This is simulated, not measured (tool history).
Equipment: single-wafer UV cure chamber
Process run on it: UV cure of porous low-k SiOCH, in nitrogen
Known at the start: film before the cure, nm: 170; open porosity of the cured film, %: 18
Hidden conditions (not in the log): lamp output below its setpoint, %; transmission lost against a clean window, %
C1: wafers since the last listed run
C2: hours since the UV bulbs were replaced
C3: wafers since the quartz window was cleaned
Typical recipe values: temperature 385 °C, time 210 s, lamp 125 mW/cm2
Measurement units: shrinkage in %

Run 1, hour 0: usual settings; C1 0; C2 1908.5; C3 2562. Result: shrinkage 11.16 %.
Run 2, hour 65.3: usual settings; C1 729; C2 1973.8; C3 3292. Result: shrinkage 11.153 %.
Run 3, hour 94.6: usual settings; C1 327; C2 2003.1; C3 3620. Result: shrinkage 11.004 %.
At hour 130.5: quartz window cleaned.
Run 4, hour 131: usual settings; C1 317; C2 2039.5; C3 5. Result: shrinkage 10.906 %.
Run 5, hour 167.2: usual settings; C1 404; C2 2075.7; C3 410. Result: shrinkage 10.865 %.
Run 6, hour 229.3: usual settings but temperature 399 °C; C1 694; C2 2137.8; C3 1104. Result: shrinkage 10.985 %.
Run 7, hour 272: usual settings but temperature 399 °C; C1 477; C2 2180.5; C3 1582. Result: shrinkage 10.993 %.
Run 8, hour 340.3: usual settings but temperature 399 °C; C1 763; C2 2248.8; C3 2345. Result: shrinkage 10.827 %.
Run 9, hour 405.4: usual settings but temperature 374 °C; C1 727; C2 2313.9; C3 3073. Result: shrinkage 10.587 %.
Run 10, hour 449.5: usual settings; C1 493; C2 2358; C3 3566. Result: shrinkage 10.687 %.
At hour 500: quartz window cleaned.
At hour 555.6: UV bulbs replaced.
Run 11, hour 590.1: usual settings; C1 1392; C2 34.5; C3 917. Result: shrinkage 11.684 %.
Run 12, hour 655.2: usual settings but temperature 368 °C, time 290 s; C1 727; C2 99.6; C3 1645. Result: shrinkage 12.85 %.
Run 13, hour 719.6: usual settings; C1 719; C2 164; C3 2365. Result: shrinkage 11.796 %.
Run 14, hour 827.5: usual settings but time 145 s; C1 1206; C2 271.9; C3 3571. Result: shrinkage 10.186 %.
Run 15, hour 878.5: usual settings but temperature 371 °C, time 145 s, lamp 143 mW/cm2; C1 570; C2 322.9; C3 4141. Result: shrinkage 10.766 %.
Run 16, hour 934.4: usual settings but time 175 s, lamp 108 mW/cm2; C1 624; C2 378.8; C3 4766. Result: shrinkage 10.38 %.

What if the next run were any one of these 5? Each begins from the tool's condition after run 16:
Run A, hour 934.8: usual settings but lamp 86 mW/cm2; C1 4; C2 379.2; C3 4771. Result: shrinkage ?.
Run B, hour 934.8: usual settings but temperature 371 °C; C1 4; C2 379.2; C3 4771. Result: shrinkage ?.
Run C, hour 934.8: usual settings but lamp 102 mW/cm2; C1 4; C2 379.2; C3 4771. Result: shrinkage ?.
Run D, hour 934.8: usual settings but temperature 368 °C, time 155 s; C1 4; C2 379.2; C3 4771. Result: shrinkage ?.
Run E, hour 934.8: usual settings but temperature 404 °C, time 180 s, lamp 109 mW/cm2; C1 4; C2 379.2; C3 4771. Result: shrinkage ?.

run  shrinkage
  A     10.139
  B     11.505
  C     10.869
  D     10.139
  E      10.81
The same runs, with their run-to-run variation unchanged, on a tool lacking any hidden condition would have given:
run  shrinkage
  A     10.346
  B      11.72
  C      11.08
  D     10.346
  E     11.021
